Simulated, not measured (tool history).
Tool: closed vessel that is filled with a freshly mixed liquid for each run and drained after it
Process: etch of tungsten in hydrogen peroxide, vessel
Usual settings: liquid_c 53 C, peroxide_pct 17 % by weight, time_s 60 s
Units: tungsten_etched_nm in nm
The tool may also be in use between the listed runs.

run    hour  liquid_c  peroxide_pct  time_s  read-back film thickness of the tungsten reference wafer, read on the same gauge (nm)  tungsten_etched_nm
  1       0        53            18      60                                                                                  61.78              145.98
  2    85.1        53            17      55                                                                                  61.94              128.99
  3     155        53            17      55                                                                                  62.06              129.96
  4   194.9        53            17      55                                                                                  62.14              129.77
        196  -- new drum of peroxide connected
      214.2  -- gauge calibrated
  5   240.6        53            17      60                                                                                  60.13              137.95
  6   346.5        53            17      60                                                                                  60.25              137.27
  7   412.8        53            17      60                                                                                  60.37              137.57
  8   516.3        58            17      60                                                                                  60.53              186.16
  9   585.1        58            17      60                                                                                  60.68              185.88
 10   655.6        58            17      60                                                                                  60.79              186.09
      740.8  -- peroxide flow meter replaced
 11   750.3        53            17      60                                                                                  60.93              138.55
      814.9  -- new drum of peroxide connected
 12     844        53            17      60                                                                                   61.1              139.45
 13   890.8        53            17      60                                                                                  61.21              139.36
 14   934.6        53            21      60                                                                                  61.28              156.09
 15  1013.2        58            17      60                                                                                  61.43              187.85
 16  1109.9      43.5            17      60                                                                                  61.57               77.64
     1121.2  -- thermometer replaced
     1280.2  -- gauge calibrated
 17  1398.2      55.5          19.5      40                                                                                  59.94              113.01
     1448.7  -- new drum of peroxide connected
 18  1476.3      48.5            17      45                                                                                   60.1               78.25
 19  1555.7      45.5            17      45                                                                                  60.18               64.64
 20  1678.8        53            17      60                                                                                  60.44              137.65
 21  1756.7      56.5            17      90                                                                                  60.53               255.3
 22  1815.2        53          18.5      75                                                                                  60.61               180.5
 23    1909      59.5            17      80                                                                                  60.83              272.57
 24  1991.2        58            17      60                                                                                  60.97               186.4
     2021.4  -- new drum of peroxide connected
 25  2043.3        53            17      60                                                                                  61.03              139.04
 26  2108.7        62            17      90                                                                                  61.14              353.43

Hidden state or all else? Some run-to-run changes of tungsten_etched_nm, split into what the settings, what came in and random variation would give without the hidden state, and what is left for the hidden state (with any gauge scatter that isn't in both results):
The hidden state here: liquid colder than its thermometer reads (K); peroxide flow below the setpoint (%); peroxide weaker than its label (%); gauge reads high (%).
Run 4 -> 5: time_s 55 -> 60, new drum of peroxide connected, gauge calibrated. tungsten_etched_nm +8.18 nm: hidden state -4.23, all else +12.41.
Run 20 -> 21: liquid_c 53 -> 56.5, time_s 60 -> 90. tungsten_etched_nm +117.65 nm: hidden state +1.36, all else +116.29.
Run 25 -> 26: liquid_c 53 -> 62, time_s 60 -> 90. tungsten_etched_nm +214.39 nm: hidden state +4.25, all else +210.14.
